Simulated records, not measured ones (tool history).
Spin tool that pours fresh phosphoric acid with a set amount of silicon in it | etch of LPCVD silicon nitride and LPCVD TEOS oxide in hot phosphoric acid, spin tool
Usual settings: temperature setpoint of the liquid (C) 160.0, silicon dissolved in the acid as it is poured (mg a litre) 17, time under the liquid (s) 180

run    day  temperature setpoint of the liquid (C)  silicon dissolved in the acid as it is poured (mg a litre)  time under the liquid (s)  wafers since the last listed run  hours since the thermometer was replaced  hours since the dissolved silicon flow meter was replaced  hours since the heated supply line was repaired  hours since the gauge calibration  read-back film thickness of the LPCVD silicon nitride reference wafer, read on the same gauge (nm)  read-back film thickness of the LPCVD TEOS oxide reference wafer, read on the same gauge (nm)  thickness taken off the LPCVD silicon nitride on a monitor wafer (Å)  thickness taken off the LPCVD TEOS oxide on a monitor wafer (Å)
  1  0.000                                   158.5                                                          17                        180                                 0                                    2586.0                                                     2477.6                                           2439.9                               73.7                                                                                               79.99                                                                                        129.990                                                                 133.6                                                             6.94
  2  0.462                                   160.0                                                          17                        180                               107                                    2597.1                                                     2488.7                                           2451.0                               84.8                                                                                               79.99                                                                                        129.973                                                                 141.3                                                             7.20
  3  0.758                                   160.0                                                          17                        180                                68                                    2604.2                                                     2495.8                                           2458.1                               91.9                                                                                               79.98                                                                                        130.014                                                                 140.6                                                             7.27
  4  1.396                                   160.0                                                          17                        125                               148                                    2619.5                                                     2511.1                                           2473.4                              107.2                                                                                               80.00                                                                                        130.007                                                                  97.6                                                             4.87
  5  1.712                                   160.0                                                          17                        125                                73                                    2627.1                                                     2518.7                                           2481.0                              114.8                                                                                               80.00                                                                                        130.019                                                                  97.6                                                             5.30
  6  2.283                                   160.0                                                          17                        180                               132                                    2640.8                                                     2532.4                                           2494.7                              128.5                                                                                               80.02                                                                                        129.966                                                                 140.3                                                             7.31
     2.617  -- thermometer replaced
  7  2.638                                   160.0                                                          17                        180                                72                                       0.5                                                     2540.9                                           2503.2                              137.0                                                                                               80.00                                                                                        130.001                                                                 140.6                                                             7.03
  8  3.329                                   160.0                                                          17                        180                               160                                      17.1                                                     2557.5                                           2519.8                              153.6                                                                                               79.99                                                                                        129.993                                                                 140.5                                                             6.82
     3.392  -- gauge calibrated
  9  3.817                                   160.0                                                          17                        180                               113                                      28.8                                                     2569.2                                           2531.5                               10.2                                                                                               79.99                                                                                        129.937                                                                 140.1                                                             7.18
     3.912  -- heated supply line repaired
 10  4.183                                   163.0                                                          17                        180                                75                                      37.6                                                     2578.0                                              6.5                               19.0                                                                                               80.00                                                                                        130.053                                                                 177.4                                                            11.45

Forecast run 11:
 11  4.508                                   157.5                                                          25                        250                                75                                      45.4                                                     2585.8                                             14.3                               26.8                                                                                                   ?                                                                                              ?                                                                     ?                                                                ?

read-back film thickness of the LPCVD silicon nitride reference wafer, read on the same gauge (nm): 79.99
read-back film thickness of the LPCVD TEOS oxide reference wafer, read on the same gauge (nm): 130.009
thickness taken off the LPCVD silicon nitride on a monitor wafer (Å): 204.8
thickness taken off the LPCVD TEOS oxide on a monitor wafer (Å): 9.19
Without the tool's hidden state the same run would have given thickness taken off the LPCVD silicon nitride on a monitor wafer (Å) 206.2, thickness taken off the LPCVD TEOS oxide on a monitor wafer (Å) 9.33.

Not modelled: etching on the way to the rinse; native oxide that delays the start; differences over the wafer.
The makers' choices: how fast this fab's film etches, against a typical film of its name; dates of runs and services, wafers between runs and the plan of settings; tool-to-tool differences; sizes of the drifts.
